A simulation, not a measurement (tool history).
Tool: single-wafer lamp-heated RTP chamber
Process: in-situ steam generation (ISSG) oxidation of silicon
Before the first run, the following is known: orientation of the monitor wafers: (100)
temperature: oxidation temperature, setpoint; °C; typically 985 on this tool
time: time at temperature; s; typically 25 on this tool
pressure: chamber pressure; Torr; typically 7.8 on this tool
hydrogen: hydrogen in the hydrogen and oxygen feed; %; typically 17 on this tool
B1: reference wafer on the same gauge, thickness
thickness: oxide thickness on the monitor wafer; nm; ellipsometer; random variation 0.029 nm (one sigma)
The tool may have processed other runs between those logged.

run 1 hour=0.0 | temperature=985 time=25 pressure=7.8 hydrogen=17 | B1=6.489 | thickness=5.694
-- hour=32.8 pyrometer window cleaned and pyrometer calibrated
run 2 hour=33.3 | temperature=985 time=25 pressure=7.8 hydrogen=17 | B1=6.475 | thickness=5.474
run 3 hour=47.9 | temperature=985 time=25 pressure=7.8 hydrogen=24 | B1=6.482 | thickness=5.967
run 4 hour=59.6 | temperature=985 time=25 pressure=7.8 hydrogen=24 | B1=6.483 | thickness=5.991
-- hour=92.9 pressure gauge zeroed
run 5 hour=93.4 | temperature=985 time=25 pressure=7.8 hydrogen=24 | B1=6.471 | thickness=6.118
run 6 hour=99.3 | temperature=985 time=25 pressure=7.8 hydrogen=17 | B1=6.490 | thickness=5.687
run 7 hour=116.4 | temperature=985 time=25 pressure=7.8 hydrogen=17 | B1=6.474 | thickness=5.679
run 8 hour=122.6 | temperature=985 time=25 pressure=7.8 hydrogen=17 | B1=6.480 | thickness=5.621
run 9 hour=129.0 | temperature=985 time=25 pressure=7.8 hydrogen=17 | B1=6.486 | thickness=5.689
run 10 hour=137.0 | temperature=985 time=25 pressure=7.8 hydrogen=17 | B1=6.486 | thickness=5.617
run 11 hour=154.8 | temperature=971 time=16 pressure=8.8 hydrogen=21 | B1=6.481 | thickness=4.609
run 12 hour=171.3 | temperature=985 time=25 pressure=7.8 hydrogen=21 | B1=6.472 | thickness=5.965
-- hour=183.5 hydrogen flow controller replaced
run 13 hour=184.0 | temperature=985 time=25 pressure=7.2 hydrogen=11 | B1=6.487 | thickness=5.217
run 14 hour=190.7 | temperature=999 time=30 pressure=7.8 hydrogen=11 | B1=6.482 | thickness=6.116
-- hour=196.6 gauge calibrated
run 15 hour=201.3 | temperature=985 time=15 pressure=7.8 hydrogen=17 | B1=6.471 | thickness=4.492
run 16 hour=208.2 | temperature=985 time=25 pressure=7.8 hydrogen=24 | B1=6.479 | thickness=6.146
run 17 hour=220.8 | temperature=985 time=25 pressure=7.8 hydrogen=17 | B1=6.478 | thickness=5.733
run 18 hour=227.2 | temperature=991 time=21 pressure=7.8 hydrogen=26 | B1=6.481 | thickness=5.974
run 19 hour=240.1 | temperature=985 time=25 pressure=7.8 hydrogen=17 | B1=6.473 | thickness=5.722
run 20 hour=250.8 | temperature=979 time=19 pressure=7.8 hydrogen=11 | B1=6.470 | thickness=4.434
run 21 hour=261.5 | temperature=985 time=15 pressure=6.9 hydrogen=20 | B1=6.489 | thickness=4.693
run 22 hour=269.0 | temperature=985 time=15 pressure=7.8 hydrogen=17 | B1=6.467 | thickness=4.562
-- hour=285.4 pyrometer window cleaned and pyrometer calibrated
run 23 hour=285.9 | temperature=985 time=25 pressure=7.8 hydrogen=17 | B1=6.475 | thickness=5.477
run 24 hour=301.5 | temperature=965 time=25 pressure=9.0 hydrogen=13 | B1=6.475 | thickness=4.828
run 25 hour=316.0 | temperature=985 time=25 pressure=7.8 hydrogen=17 | B1=6.479 | thickness=5.525
run 26 hour=333.3 | temperature=985 time=25 pressure=7.8 hydrogen=17 | B1=6.460 | thickness=5.591
run 27 hour=339.9 | temperature=985 time=25 pressure=7.8 hydrogen=24 | B1=6.492 | thickness=6.006
run 28 hour=346.8 | temperature=992 time=29 pressure=9.1 hydrogen=22 | B1=6.487 | thickness=6.474
run 29 hour=379.4 | temperature=992 time=35 pressure=9.2 hydrogen=17 | B1=6.480 | thickness=6.875
run 30 hour=396.5 | temperature=985 time=25 pressure=7.1 hydrogen=17 | B1=6.490 | thickness=5.623
run 31 hour=405.1 | temperature=985 time=25 pressure=9.2 hydrogen=23 | B1=6.470 | thickness=5.999

For each run, what was the tool's unlogged condition?
true pressure minus gauge reading, Torr: 0 in every run
deviation of the hydrogen flow from its setpoint, %: 0 in every run
gauge reads high (%): 0 in every run
H1: true wafer temperature minus pyrometer reading, K
run=1 H1=10.4
run=2 H1=1.87
run=3 H1=3.7
run=4 H1=4.94
run=5 H1=7.6
run=6 H1=7.96
run=7 H1=8.84
run=8 H1=9.11
run=9 H1=9.37
run=10 H1=9.67
run=11 H1=10.2
run=12 H1=10.6
run=13 H1=10.9
run=14 H1=11
run=15 H1=11.2
run=16 H1=11.3
run=17 H1=11.4
run=18 H1=11.5
run=19 H1=11.6
run=20 H1=11.7
run=21 H1=11.8
run=22 H1=11.9
run=23 H1=0.94
run=24 H1=2.89
run=25 H1=4.37
run=26 H1=5.81
run=27 H1=6.28
run=28 H1=6.73
run=29 H1=8.36
run=30 H1=8.98
run=31 H1=9.24
